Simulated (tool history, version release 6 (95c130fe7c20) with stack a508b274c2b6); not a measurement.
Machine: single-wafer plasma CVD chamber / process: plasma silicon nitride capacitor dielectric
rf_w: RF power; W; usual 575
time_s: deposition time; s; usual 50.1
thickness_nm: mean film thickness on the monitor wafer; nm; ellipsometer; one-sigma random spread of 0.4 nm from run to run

run    hour  rf_w  time_s  read-back reference wafer on the same gauge, thickness_nm  thickness_nm
  1     0.0   575    50.1                                                     60.624        73.856
  2    63.2   575    50.1                                                     60.717        73.888
  3   122.7   575    50.1                                                     60.746        73.997
  4   202.6   575    50.1                                                     60.640        73.653
  5   243.6   575    50.1                                                     60.736        74.082
      274.2  -- RF generator calibrated
  6   306.3   575    50.1                                                     60.722        74.242
  7   355.1   575    50.1                                                     60.711        73.765
  8   455.0   575    50.1                                                     60.673        73.605
  9   555.4   630    55.6                                                     60.665        86.155
 10   622.3   630    55.6                                                     60.650        85.685
 11   687.9   575    50.1                                                     60.767        73.683
 12   963.8   575    50.1                                                     60.715        74.393
 13  1014.5   575    50.1                                                     60.679        74.471
 14  1085.6   575    43.2                                                     60.678        64.168
 15  1192.9   510    50.1                                                     60.713        69.630
 16  1291.2   510    50.1                                                     60.663        69.370
     1317.7  -- showerhead replaced
 17  1387.1   510    50.1                                                     60.711        68.942
 18  1444.1   575    47.6                                                     60.747        69.393
 19  1480.7   575    47.6                                                     60.750        70.102
 20  1585.3   625    42.7                                                     60.704        65.856
 21  1655.8   575    50.1                                                     60.667        74.603
 22  1740.0   575    50.1                                                     60.720        73.811
 23  2006.5   620    55.1                                                     60.741        84.142
 24  2051.2   635    50.1                                                     60.674        77.481
     2079.5  -- gauge calibrated
     2120.2  -- RF generator calibrated
 25  2155.9   575    50.1                                                     60.654        74.315
 26  2199.7   575    50.1                                                     60.731        73.824
 27  2248.6   685    50.1                                                     60.628        80.346
 28  2301.4   670    46.6                                                     60.694        73.963
 29  2366.6   505    40.9                                                     60.675        56.372
 30  2456.1   630    55.6                                                     60.720        85.105
 31  2561.5   505    45.3                                                     60.648        62.381
 32  2625.3   625    42.7                                                     60.702        65.927
 33  2711.8   480    55.8                                                     60.732        74.548
 34  2757.9   575    50.1                                                     60.652        74.358
 35  2819.1   575    50.1                                                     60.693        73.857
 36  2924.2   520    50.1                                                     60.664        70.483
 37  3009.5   470    50.1                                                     60.669        66.338
 38  3268.5   575    50.1                                                     60.593        74.233
 39  3347.4   610    50.1                                                     60.722        76.201
 40  3444.1   475    58.3                                                     60.680        77.202
 41  3525.8   575    56.2                                                     60.733        82.288
 42  3596.8   575    50.1                                                     60.736        74.470

What if the next run were any one of these 5? Each begins from the tool's condition after run 42:
  A  3597.2   605    50.1                                                          ?             ?
  B  3597.2   660    43.7                                                          ?             ?
  C  3597.2   665    45.9                                                          ?             ?
  D  3597.2   460    44.8                                                          ?             ?
  E  3597.2   490    50.1                                                          ?             ?

run  read-back reference wafer on the same gauge, thickness_nm  thickness_nm
  A                                                     60.685        76.972
  B                                                     60.685        70.002
  C                                                     60.685        73.786
  D                                                     60.685        59.233
  E                                                     60.685        68.794
The same runs, with their run-to-run variation unchanged, on a tool lacking any hidden condition would have given:
run  thickness_nm
  A        76.972
  B        70.002
  C        73.786
  D        59.233
  E        68.794
